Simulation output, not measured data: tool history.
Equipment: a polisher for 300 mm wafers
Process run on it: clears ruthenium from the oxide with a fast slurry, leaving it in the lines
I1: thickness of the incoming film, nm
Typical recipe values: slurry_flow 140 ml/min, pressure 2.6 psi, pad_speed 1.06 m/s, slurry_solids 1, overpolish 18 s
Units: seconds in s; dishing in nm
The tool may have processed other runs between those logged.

run 1 hour=0 | slurry_flow=140 pressure=2.6 pad_speed=1.06 slurry_solids=1 overpolish=18 | I1=178.5 | seconds=42 dishing=66.2
run 2 hour=62.8 | slurry_flow=140 pressure=2.6 pad_speed=1.06 slurry_solids=1 overpolish=18 | I1=179.4 | seconds=42.6 dishing=66.8
-- hour=91.2 worn pad replaced by a new one
-- hour=93.7 slurry blender recalibrated
run 3 hour=111.7 | slurry_flow=140 pressure=2.6 pad_speed=1.06 slurry_solids=1 overpolish=18 | I1=180.8 | seconds=43.4 dishing=65.6
run 4 hour=142.6 | slurry_flow=140 pressure=2.6 pad_speed=1.06 slurry_solids=1 overpolish=18 | I1=179.4 | seconds=42 dishing=66.5
run 5 hour=214.6 | slurry_flow=110 pressure=2.1 pad_speed=1.06 slurry_solids=1 overpolish=18 | I1=179.5 | seconds=54.1 dishing=55.2
run 6 hour=246.4 | slurry_flow=110 pressure=2.1 pad_speed=1.06 slurry_solids=1 overpolish=18 | I1=177.4 | seconds=51.4 dishing=54.3
run 7 hour=272.5 | slurry_flow=110 pressure=2.1 pad_speed=1.06 slurry_solids=1 overpolish=18 | I1=182 | seconds=53.5 dishing=54.4
run 8 hour=320.7 | slurry_flow=140 pressure=2.6 pad_speed=1.06 slurry_solids=1 overpolish=18 | I1=179 | seconds=40.6 dishing=68.3
-- hour=329 worn pad replaced by a new one
run 9 hour=369.5 | slurry_flow=140 pressure=2.6 pad_speed=1.06 slurry_solids=1 overpolish=18 | I1=182.7 | seconds=43.5 dishing=68.2
run 10 hour=435.9 | slurry_flow=140 pressure=2.6 pad_speed=1.06 slurry_solids=1 overpolish=18 | I1=178.3 | seconds=40.5 dishing=68.9
-- hour=481.6 slurry nozzle cleaned
run 11 hour=487.9 | slurry_flow=105 pressure=3.2 pad_speed=1.06 slurry_solids=1 overpolish=13 | I1=179.5 | seconds=34.7 dishing=60.7
-- hour=510.3 worn pad replaced by a new one
-- hour=549.5 slurry blender recalibrated
-- hour=560.4 head pressure recalibrated
run 12 hour=628.1 | slurry_flow=175 pressure=2.6 pad_speed=1.06 slurry_solids=1 overpolish=18 | I1=182.3 | seconds=44.3 dishing=64.9
run 13 hour=675.5 | slurry_flow=100 pressure=2.6 pad_speed=1.06 slurry_solids=1 overpolish=11 | I1=178.4 | seconds=49.5 dishing=37.1
-- hour=716.4 worn pad replaced by a new one
run 14 hour=842.2 | slurry_flow=180 pressure=1.9 pad_speed=0.7 slurry_solids=1 overpolish=18 | I1=180.6 | seconds=91.2 dishing=35.1
run 15 hour=872.7 | slurry_flow=140 pressure=3.5 pad_speed=0.76 slurry_solids=0.7 overpolish=18 | I1=178.2 | seconds=65 dishing=45.5
run 16 hour=902.9 | slurry_flow=155 pressure=2.6 pad_speed=1.06 slurry_solids=1 overpolish=18 | I1=181.6 | seconds=43.8 dishing=65.3
-- hour=910.8 worn pad replaced by a new one
run 17 hour=965 | slurry_flow=140 pressure=3.4 pad_speed=1.4 slurry_solids=1.1 overpolish=9 | I1=178.8 | seconds=23.8 dishing=60.1
run 18 hour=997.2 | slurry_flow=140 pressure=2.6 pad_speed=1.06 slurry_solids=1 overpolish=18 | I1=179.7 | seconds=44.6 dishing=65.2
run 19 hour=1035.3 | slurry_flow=155 pressure=2.6 pad_speed=1.06 slurry_solids=0.9 overpolish=18 | I1=178.1 | seconds=45.5 dishing=60.9
-- hour=1052.6 slurry blender recalibrated
run 20 hour=1060.2 | slurry_flow=140 pressure=2.6 pad_speed=1.06 slurry_solids=1 overpolish=18 | I1=182 | seconds=44.3 dishing=65.8

Each row is a separate what-if for the run after 20, all from the same tool condition, not one after another. Results?
run A hour=1060.6 | slurry_flow=125 pressure=2.6 pad_speed=1.06 slurry_solids=1 overpolish=18 | I1=179 | seconds=? dishing=?
run B hour=1060.6 | slurry_flow=100 pressure=2.6 pad_speed=0.9 slurry_solids=0.85 overpolish=28 | I1=179 | seconds=? dishing=?
run C hour=1060.6 | slurry_flow=140 pressure=2.6 pad_speed=1.06 slurry_solids=1 overpolish=15 | I1=179 | seconds=? dishing=?

run=A seconds=44.1 dishing=64.5
run=B seconds=61.7 dishing=70.6
run=C seconds=43.3 dishing=55.9
Stripped of hidden state, with their random variation kept, the same runs would have yielded:
run=A seconds=45.7 dishing=62.5
run=B seconds=63.9 dishing=68.5
run=C seconds=44.8 dishing=54.2

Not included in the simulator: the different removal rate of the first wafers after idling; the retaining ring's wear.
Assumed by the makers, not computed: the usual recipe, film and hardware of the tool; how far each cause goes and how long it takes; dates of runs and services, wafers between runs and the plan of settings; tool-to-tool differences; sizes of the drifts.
